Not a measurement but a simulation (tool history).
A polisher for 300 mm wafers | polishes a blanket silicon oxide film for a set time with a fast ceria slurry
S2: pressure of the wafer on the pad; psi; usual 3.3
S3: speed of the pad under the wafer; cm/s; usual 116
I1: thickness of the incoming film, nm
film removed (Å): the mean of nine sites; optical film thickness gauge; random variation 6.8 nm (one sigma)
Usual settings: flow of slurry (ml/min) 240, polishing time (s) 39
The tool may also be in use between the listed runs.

{"run": 1, "hour": 0.0, "flow of slurry (ml/min)": 285, "S2": 3.3, "S3": 116, "polishing time (s)": 39, "I1": 2369.2, "film removed (Å)": 8005}
{"run": 2, "hour": 83.7, "flow of slurry (ml/min)": 285, "S2": 3.3, "S3": 116, "polishing time (s)": 39, "I1": 2410.4, "film removed (Å)": 8040}
{"hour": 119.2, "done": "worn pad replaced by a new one"}
{"run": 3, "hour": 188.8, "flow of slurry (ml/min)": 285, "S2": 3.3, "S3": 116, "polishing time (s)": 39, "I1": 2408.7, "film removed (Å)": 8033}
{"run": 4, "hour": 246.0, "flow of slurry (ml/min)": 265, "S2": 3.3, "S3": 116, "polishing time (s)": 39, "I1": 2354.9, "film removed (Å)": 8046}
{"run": 5, "hour": 350.1, "flow of slurry (ml/min)": 240, "S2": 3.3, "S3": 116, "polishing time (s)": 39, "I1": 2376.1, "film removed (Å)": 8188}
{"run": 6, "hour": 399.6, "flow of slurry (ml/min)": 240, "S2": 3.3, "S3": 116, "polishing time (s)": 32, "I1": 2383.5, "film removed (Å)": 6667}
{"run": 7, "hour": 504.8, "flow of slurry (ml/min)": 240, "S2": 3.3, "S3": 116, "polishing time (s)": 32, "I1": 2422.3, "film removed (Å)": 6888}
{"hour": 515.8, "done": "worn pad replaced by a new one"}
{"run": 8, "hour": 558.9, "flow of slurry (ml/min)": 240, "S2": 3.3, "S3": 116, "polishing time (s)": 39, "I1": 2403.1, "film removed (Å)": 8302}
{"hour": 600.1, "done": "head pressure recalibrated"}
{"hour": 627.8, "done": "slurry nozzle cleaned"}
{"run": 9, "hour": 646.8, "flow of slurry (ml/min)": 240, "S2": 3.3, "S3": 116, "polishing time (s)": 39, "I1": 2400.3, "film removed (Å)": 6588}
{"run": 10, "hour": 696.5, "flow of slurry (ml/min)": 240, "S2": 3.9, "S3": 116, "polishing time (s)": 39, "I1": 2358, "film removed (Å)": 7893}
{"run": 11, "hour": 743.5, "flow of slurry (ml/min)": 240, "S2": 3.9, "S3": 116, "polishing time (s)": 39, "I1": 2369.7, "film removed (Å)": 7966}
{"hour": 828.4, "done": "worn pad replaced by a new one"}
{"run": 12, "hour": 828.9, "flow of slurry (ml/min)": 240, "S2": 3.7, "S3": 116, "polishing time (s)": 39, "I1": 2367.9, "film removed (Å)": 7430}
{"hour": 886.5, "done": "head pressure recalibrated, repeated, since the last time left the tool worse"}
{"hour": 1145.9, "done": "worn pad replaced by a new one"}
{"run": 13, "hour": 1146.4, "flow of slurry (ml/min)": 240, "S2": 3.3, "S3": 116, "polishing time (s)": 39, "I1": 2440.8, "film removed (Å)": 7892}
{"run": 14, "hour": 1233.6, "flow of slurry (ml/min)": 305, "S2": 4.3, "S3": 154, "polishing time (s)": 39, "I1": 2406, "film removed (Å)": 13017}
{"run": 15, "hour": 1312.0, "flow of slurry (ml/min)": 220, "S2": 2.4, "S3": 80, "polishing time (s)": 39, "I1": 2374.9, "film removed (Å)": 4437}
{"run": 16, "hour": 1384.5, "flow of slurry (ml/min)": 170, "S2": 4.1, "S3": 150, "polishing time (s)": 30, "I1": 2407, "film removed (Å)": 9259}
{"run": 17, "hour": 1421.6, "flow of slurry (ml/min)": 240, "S2": 4, "S3": 116, "polishing time (s)": 27, "I1": 2399.1, "film removed (Å)": 6908}
{"hour": 1456.6, "done": "slurry nozzle cleaned"}
{"hour": 1513.7, "done": "worn pad replaced by a new one"}
{"run": 18, "hour": 1527.9, "flow of slurry (ml/min)": 240, "S2": 3.3, "S3": 116, "polishing time (s)": 39, "I1": 2400.1, "film removed (Å)": 8206}
{"run": 19, "hour": 1605.5, "flow of slurry (ml/min)": 240, "S2": 3.3, "S3": 126, "polishing time (s)": 39, "I1": 2339.2, "film removed (Å)": 8846}
{"run": 20, "hour": 1652.2, "flow of slurry (ml/min)": 310, "S2": 3.3, "S3": 116, "polishing time (s)": 39, "I1": 2386.1, "film removed (Å)": 8519}
{"run": 21, "hour": 1691.2, "flow of slurry (ml/min)": 210, "S2": 3.8, "S3": 84, "polishing time (s)": 52, "I1": 2415.2, "film removed (Å)": 10005}
{"run": 22, "hour": 1729.6, "flow of slurry (ml/min)": 240, "S2": 3.3, "S3": 116, "polishing time (s)": 39, "I1": 2358.3, "film removed (Å)": 8345}
{"run": 23, "hour": 1814.9, "flow of slurry (ml/min)": 240, "S2": 3.3, "S3": 116, "polishing time (s)": 39, "I1": 2424.7, "film removed (Å)": 8469}

Measured less the same run without the tool's hidden state. The same run-to-run variation is in both; the gauge's scatter may not be:
The hidden state here: removal rate lost through wear of the pad, %; slurry flow missing at the pad, %; deviation of the head's pressure from its setpoint, %.
run=1 film_removed_(Å)=+50
run=2 film_removed_(Å)=+97
run=3 film_removed_(Å)=+167
run=4 film_removed_(Å)=+212
run=5 film_removed_(Å)=+306
run=6 film_removed_(Å)=+287
run=7 film_removed_(Å)=+388
run=8 film_removed_(Å)=+527
run=9 film_removed_(Å)=-1216
run=10 film_removed_(Å)=-1450
run=11 film_removed_(Å)=-1453
run=12 film_removed_(Å)=-1328
run=13 film_removed_(Å)=+131
run=14 film_removed_(Å)=+271
run=15 film_removed_(Å)=+114
run=16 film_removed_(Å)=+286
run=17 film_removed_(Å)=+234
run=18 film_removed_(Å)=+357
run=19 film_removed_(Å)=+455
run=20 film_removed_(Å)=+483
run=21 film_removed_(Å)=+612
run=22 film_removed_(Å)=+548
run=23 film_removed_(Å)=+649

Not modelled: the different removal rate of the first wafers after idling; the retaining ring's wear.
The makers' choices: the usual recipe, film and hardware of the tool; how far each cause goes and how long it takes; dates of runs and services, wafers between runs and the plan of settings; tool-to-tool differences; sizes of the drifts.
